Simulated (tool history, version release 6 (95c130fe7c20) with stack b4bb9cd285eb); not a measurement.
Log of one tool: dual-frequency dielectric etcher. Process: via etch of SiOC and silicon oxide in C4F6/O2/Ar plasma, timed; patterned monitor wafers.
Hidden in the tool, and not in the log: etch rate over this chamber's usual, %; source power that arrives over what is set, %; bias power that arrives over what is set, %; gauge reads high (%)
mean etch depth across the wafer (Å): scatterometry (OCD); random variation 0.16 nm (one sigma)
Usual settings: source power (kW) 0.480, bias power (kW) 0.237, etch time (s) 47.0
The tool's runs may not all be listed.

run,hour,source power (kW),bias power (kW),etch time (s),wafers since the last listed run,hours since the last wet clean,hours since the last source power generator calibration,hours since the last bias power generator calibration,hours since the last upper electrode change,hours since the gauge calibration,"read-back reference wafer on the same gauge, depth_nm",mean etch depth across the wafer (Å)
1,0.0,0.480,0.267,47.0,0,487.7,1036.7,3132.8,1245.0,86.4,67.4,637
# hour 86.4: wet clean of the chamber
2,86.9,0.480,0.219,47.0,568,0.5,1123.6,3219.7,1331.9,173.3,67.5,608
3,182.7,0.480,0.219,47.0,865,96.3,1219.4,3315.5,1427.7,269.1,67.5,607
4,257.1,0.480,0.219,47.0,671,170.7,1293.8,3389.9,1502.1,343.5,67.5,606
5,354.5,0.480,0.237,47.0,879,268.1,1391.2,3487.3,1599.5,440.9,67.5,617
6,399.3,0.480,0.275,47.0,404,312.9,1436.0,3532.1,1644.3,485.7,67.5,641
7,480.7,0.480,0.275,47.0,735,394.3,1517.4,3613.5,1725.7,567.1,67.5,639
8,548.7,0.480,0.275,47.0,614,462.3,1585.4,3681.5,1793.7,635.1,67.5,639
# hour 580.7: wet clean of the chamber
9,626.8,0.480,0.270,36.5,488,46.1,1663.5,3759.6,1871.8,713.2,67.5,498
# hour 712.8: gauge calibrated
10,717.0,0.400,0.189,47.0,814,136.3,1753.7,3849.8,1962.0,4.2,67.5,522
11,774.6,0.480,0.284,39.5,520,193.9,1811.3,3907.4,2019.6,61.8,67.5,541
12,814.8,0.480,0.275,47.0,363,234.1,1851.5,3947.6,2059.8,102.0,67.5,640
13,851.7,0.480,0.237,58.0,333,271.0,1888.4,3984.5,2096.7,138.9,67.5,758
# hour 887.5: bias power generator calibrated
# hour 935.6: upper electrode replaced
14,936.1,0.480,0.237,47.0,509,355.4,1972.8,48.6,0.5,223.3,67.5,613
# hour 1072.6: wet clean of the chamber
# hour 1129.5: source power generator calibrated
15,1232.8,0.440,0.237,47.0,2426,160.2,103.3,345.3,297.2,520.0,67.5,598
16,1328.3,0.360,0.210,47.0,862,255.7,198.8,440.8,392.7,615.5,67.5,510
17,1430.5,0.520,0.237,47.0,922,357.9,301.0,543.0,494.9,717.7,67.5,654

5 ways to go on from here, each from the tool as it stands after run 17. What would each give?
A,1430.9,0.600,0.237,47.0,3,358.3,301.4,543.4,495.3,718.1,?,?
B,1430.9,0.530,0.282,47.0,3,358.3,301.4,543.4,495.3,718.1,?,?
C,1430.9,0.400,0.237,41.0,3,358.3,301.4,543.4,495.3,718.1,?,?
D,1430.9,0.450,0.258,57.0,3,358.3,301.4,543.4,495.3,718.1,?,?
E,1430.9,0.530,0.237,36.5,3,358.3,301.4,543.4,495.3,718.1,?,?

run,"read-back reference wafer on the same gauge, depth_nm",mean etch depth across the wafer (Å)
A,67.5,705
B,67.5,692
C,67.5,489
D,67.5,747
E,67.5,512
Without the tool's hidden state the same runs would have given:
run,mean etch depth across the wafer (Å)
A,719
B,706
C,499
D,763
E,523
